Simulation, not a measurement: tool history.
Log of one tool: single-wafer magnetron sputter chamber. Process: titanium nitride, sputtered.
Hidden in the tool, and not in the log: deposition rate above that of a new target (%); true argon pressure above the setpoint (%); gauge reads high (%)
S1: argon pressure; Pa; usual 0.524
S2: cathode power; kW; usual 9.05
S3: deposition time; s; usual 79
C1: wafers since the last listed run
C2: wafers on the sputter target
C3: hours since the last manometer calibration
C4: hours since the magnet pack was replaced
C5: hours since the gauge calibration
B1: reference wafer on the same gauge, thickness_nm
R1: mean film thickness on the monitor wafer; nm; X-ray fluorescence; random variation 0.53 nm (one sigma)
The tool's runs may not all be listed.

run,day,S1,S2,S3,C1,C2,C3,C4,C5,B1,R1
1,0,0.628,9.05,79,0,5836,2402.2,8953.6,202.8,127.037,123.341
2,0.329,0.628,9.05,79,124,5960,2410.1,8961.5,210.7,126.923,123.436
3,1.8,0.524,9.85,79,555,6516,2445.4,8996.8,246,127.01,137.234
4,2.167,0.524,9.05,85.7,138,6654,2454.2,9005.6,254.8,126.861,138.275
5,2.571,0.524,9.05,85.7,152,6807,2463.9,9015.3,264.5,127.019,136.409
6,3.225,0.524,9.05,85.7,247,7054,2479.6,9031,280.2,127.029,138.058
7,3.779,0.524,9.05,73,209,7263,2492.9,9044.3,293.5,127.229,117.364
8,4.238,0.524,9.05,79,173,7436,2503.9,9055.3,304.5,127.065,126.559
# day 4.45: gauge calibrated
9,4.8,0.524,9.05,79,212,7649,2517.4,9068.8,8.4,127.032,125.974
10,5.096,0.524,9.05,79,111,7761,2524.5,9075.9,15.5,126.828,126.439
11,5.533,0.524,9.05,79,165,7926,2535,9086.4,26,127.003,126.209
12,5.979,0.472,9.05,66.7,168,8094,2545.7,9097.1,36.7,126.923,108.295
13,6.3,0.472,9.05,66.7,121,8215,2553.4,9104.8,44.4,127.052,107.555
14,6.558,0.472,9.05,66.7,97,8313,2559.6,9111,50.6,126.74,108.135
# day 7.6: sputter target and shields replaced
# day 8.321: capacitance manometer re-zeroed and calibrated
15,8.342,0.708,7.7,79,421,154,0.5,9153.8,93.4,126.864,108.185
16,8.65,0.524,10.85,79,116,270,7.9,9161.2,100.8,127.015,162.554
17,9.392,0.524,9.05,89.1,280,550,25.7,9179,118.6,126.845,151.682
18,9.783,0.626,9.05,79,147,698,35.1,9188.4,128,127,129.636
# day 10.167: magnet pack replaced
19,10.246,0.524,9.05,79,48,747,46.2,1.9,139.1,127.062,134.563
20,10.504,0.524,10.85,79,97,845,52.4,8.1,145.3,127.118,159.999
21,11,0.437,7.35,79,187,1032,64.3,20,157.2,126.998,111.078
22,11.617,0.524,9.05,79,232,1265,79.1,34.8,172,127.049,131.647
23,12.354,0.524,9.05,79,278,1543,96.8,52.5,189.7,127.21,130.714
24,12.842,0.444,9.85,67.5,184,1728,108.5,64.2,201.4,126.976,125.46
25,13.471,0.394,9.05,84.8,237,1965,123.6,79.3,216.5,126.816,146.783
26,13.988,0.373,7.5,79,195,2160,136,91.7,228.9,126.833,113.34

4 ways to go on from here, each from the tool as it stands after run 26. What would each give?
A,14.004,0.524,9.05,79,6,2167,136.4,92.1,229.3,?,?
B,14.004,0.437,9.05,67.5,6,2167,136.4,92.1,229.3,?,?
C,14.004,0.653,9.05,94.5,6,2167,136.4,92.1,229.3,?,?
D,14.004,0.438,7.25,74.9,6,2167,136.4,92.1,229.3,?,?

run,B1,R1
A,127.035,129.715
B,127.035,113.901
C,127.035,149.085
D,127.035,101.218
Without the tool's hidden state the same runs would have given:
run,R1
A,136.458
B,119.822
C,156.835
D,106.48
